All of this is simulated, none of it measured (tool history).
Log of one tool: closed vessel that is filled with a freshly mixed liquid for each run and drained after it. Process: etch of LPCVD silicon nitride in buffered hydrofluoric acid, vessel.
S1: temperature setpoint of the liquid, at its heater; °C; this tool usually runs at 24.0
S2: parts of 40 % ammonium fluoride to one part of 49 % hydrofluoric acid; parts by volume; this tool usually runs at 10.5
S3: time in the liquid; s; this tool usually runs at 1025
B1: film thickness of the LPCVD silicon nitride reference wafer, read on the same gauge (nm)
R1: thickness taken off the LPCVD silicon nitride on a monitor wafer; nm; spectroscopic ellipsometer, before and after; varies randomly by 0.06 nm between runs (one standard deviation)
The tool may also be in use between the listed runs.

run,hour,S1,S2,S3,B1,R1
1,0.0,24.0,10.5,1025,129.96,14.81
2,9.5,24.0,10.5,1025,129.95,14.72
3,23.6,25.5,10.5,1025,130.00,16.19
4,36.3,24.0,10.5,1025,130.01,14.78
5,48.2,24.0,10.5,1025,129.99,14.85
6,59.2,24.0,10.5,1025,130.02,14.86
7,70.5,24.0,10.5,1025,130.00,14.96
8,85.7,24.0,10.5,1025,130.01,14.87
9,95.8,24.0,10.5,1025,130.03,14.90
10,103.7,24.0,10.5,1025,130.02,14.86
11,117.6,24.0,10.5,1025,130.03,14.82
12,127.2,24.0,10.5,1025,130.02,14.88
13,141.8,28.5,10.5,1025,129.99,18.92
14,150.2,24.0,10.5,695,129.97,10.13
15,165.5,24.0,10.5,1025,130.04,15.01
16,175.4,25.5,13.0,1610,129.99,20.61
17,183.4,20.0,12.5,545,129.97,5.33
18,196.2,20.5,10.5,1025,130.00,12.20
# hour 218.4: gauge calibrated
19,225.7,24.0,7.5,795,130.00,15.76
20,234.8,25.5,8.0,1250,130.03,24.98
# hour 239.6: thermometer replaced
21,246.7,24.0,10.5,1580,130.01,22.91
# hour 251.5: hydrofluoric acid flow meter replaced
22,273.8,19.0,13.5,745,129.99,6.40
23,288.5,27.0,9.0,425,130.04,8.10
24,299.1,26.0,13.5,580,129.98,7.31
25,313.1,27.5,12.0,1025,129.99,15.76
26,323.7,24.0,10.5,1025,129.98,14.81
27,331.4,22.0,7.5,1520,130.02,26.91
28,345.6,22.5,10.5,675,130.05,9.00
29,353.3,24.0,10.5,1025,130.05,14.87
30,399.4,24.0,12.5,1260,130.01,15.36
31,408.0,19.0,8.0,1415,130.03,19.81

Alternative continuations, all from the tool just after run 31; predict every row:
A,408.9,24.0,10.5,505,?,?
B,408.9,19.5,10.5,845,?,?
C,408.9,26.5,13.0,1445,?,?
D,408.9,26.5,12.5,1025,?,?
E,408.9,21.5,6.5,1025,?,?

run,B1,R1
A,130.00,7.29
B,130.00,9.50
C,130.00,19.38
D,130.00,14.28
E,130.00,20.22
The same runs, with their run-to-run variation unchanged, on a tool lacking any hidden condition would have given:
run,R1
A,7.29
B,9.50
C,19.38
D,14.28
E,20.22
